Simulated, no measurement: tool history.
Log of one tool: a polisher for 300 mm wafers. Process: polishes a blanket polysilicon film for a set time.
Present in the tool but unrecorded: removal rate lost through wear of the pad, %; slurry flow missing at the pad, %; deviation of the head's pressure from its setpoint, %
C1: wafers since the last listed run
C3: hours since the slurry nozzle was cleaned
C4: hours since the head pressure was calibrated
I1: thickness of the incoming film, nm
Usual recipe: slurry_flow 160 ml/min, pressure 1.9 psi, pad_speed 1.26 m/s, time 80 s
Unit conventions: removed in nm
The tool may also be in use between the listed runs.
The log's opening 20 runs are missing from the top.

{"run": 21, "hour": 1449.5, "slurry_flow": 160, "pressure": 2.4, "pad_speed": 1.26, "time": 80, "C1": 928, "wafers polished on this pad": 1088, "C3": 539.1, "C4": 391.5, "I1": 1585, "removed": 604.2}
{"run": 22, "hour": 1508.8, "slurry_flow": 160, "pressure": 1.9, "pad_speed": 1.6, "time": 80, "C1": 790, "wafers polished on this pad": 1879, "C3": 598.4, "C4": 450.8, "I1": 1619.7, "removed": 581.4}
{"hour": 1532.6, "done": "slurry nozzle cleaned"}
{"run": 23, "hour": 1750.9, "slurry_flow": 175, "pressure": 1.4, "pad_speed": 1.26, "time": 80, "C1": 3215, "wafers polished on this pad": 5094, "C3": 218.3, "C4": 692.9, "I1": 1642.6, "removed": 365.7}
{"run": 24, "hour": 1820.6, "slurry_flow": 190, "pressure": 2.2, "pad_speed": 1.26, "time": 99, "C1": 929, "wafers polished on this pad": 6024, "C3": 288, "C4": 762.6, "I1": 1601.8, "removed": 721.6}
{"run": 25, "hour": 1872.0, "slurry_flow": 120, "pressure": 1.9, "pad_speed": 1.26, "time": 80, "C1": 685, "wafers polished on this pad": 6709, "C3": 339.4, "C4": 814, "I1": 1624.2, "removed": 472.7}
{"hour": 1966.3, "done": "worn pad replaced by a new one"}
{"run": 26, "hour": 1968.0, "slurry_flow": 160, "pressure": 1.9, "pad_speed": 1.46, "time": 80, "C1": 1226, "wafers polished on this pad": 22, "C3": 435.4, "C4": 910, "I1": 1619, "removed": 550.1}
{"run": 27, "hour": 2068.8, "slurry_flow": 160, "pressure": 1.9, "pad_speed": 1.26, "time": 80, "C1": 1344, "wafers polished on this pad": 1366, "C3": 536.2, "C4": 1010.8, "I1": 1625.5, "removed": 481.6}
{"run": 28, "hour": 2127.8, "slurry_flow": 160, "pressure": 1.9, "pad_speed": 1.6, "time": 80, "C1": 786, "wafers polished on this pad": 2153, "C3": 595.2, "C4": 1069.8, "I1": 1611.9, "removed": 584.5}
{"run": 29, "hour": 2173.1, "slurry_flow": 160, "pressure": 1.9, "pad_speed": 1.26, "time": 54, "C1": 604, "wafers polished on this pad": 2757, "C3": 640.5, "C4": 1115.1, "I1": 1638, "removed": 324.3}
{"run": 30, "hour": 2251.0, "slurry_flow": 160, "pressure": 1.9, "pad_speed": 1.26, "time": 54, "C1": 1038, "wafers polished on this pad": 3796, "C3": 718.4, "C4": 1193, "I1": 1619.3, "removed": 318.1}
{"hour": 2305.7, "done": "slurry nozzle cleaned"}
{"hour": 2359.3, "done": "head pressure recalibrated"}
{"run": 31, "hour": 2523.1, "slurry_flow": 130, "pressure": 1.3, "pad_speed": 1.68, "time": 94, "C1": 3588, "wafers polished on this pad": 7385, "C3": 217.4, "C4": 163.8, "I1": 1611.1, "removed": 489.1}
{"run": 32, "hour": 2580.4, "slurry_flow": 110, "pressure": 1.4, "pad_speed": 1.64, "time": 89, "C1": 764, "wafers polished on this pad": 8149, "C3": 274.7, "C4": 221.1, "I1": 1615.5, "removed": 478.9}
{"run": 33, "hour": 2660.5, "slurry_flow": 160, "pressure": 2.1, "pad_speed": 1.62, "time": 69, "C1": 1068, "wafers polished on this pad": 9217, "C3": 354.8, "C4": 301.2, "I1": 1625.5, "removed": 563.5}
{"hour": 2666.0, "done": "worn pad replaced by a new one"}
{"run": 34, "hour": 2898.0, "slurry_flow": 110, "pressure": 1.2, "pad_speed": 1.44, "time": 91, "C1": 3113, "wafers polished on this pad": 3093, "C3": 592.3, "C4": 538.7, "I1": 1603.4, "removed": 365.4}
{"hour": 2933.8, "done": "slurry nozzle cleaned"}
{"run": 35, "hour": 2970.2, "slurry_flow": 200, "pressure": 1.4, "pad_speed": 1.26, "time": 80, "C1": 949, "wafers polished on this pad": 4043, "C3": 36.4, "C4": 610.9, "I1": 1602.5, "removed": 371.7}
{"run": 36, "hour": 3041.4, "slurry_flow": 160, "pressure": 1.9, "pad_speed": 1.54, "time": 80, "C1": 949, "wafers polished on this pad": 4992, "C3": 107.6, "C4": 682.1, "I1": 1637.5, "removed": 586.2}
{"run": 37, "hour": 3139.0, "slurry_flow": 160, "pressure": 2.5, "pad_speed": 1.48, "time": 80, "C1": 1301, "wafers polished on this pad": 6294, "C3": 205.2, "C4": 779.7, "I1": 1608.1, "removed": 729.7}

Predict the results of run 38:
{"run": 38, "hour": 3202.0, "slurry_flow": 160, "pressure": 1.9, "pad_speed": 1.26, "time": 56, "C1": 840, "wafers polished on this pad": 7134, "C3": 268.2, "C4": 842.7, "I1": 1627.8, "removed": "?"}

removed: 339.8 nm
Without the tool's hidden state the same run would have given removed 347.2 nm.
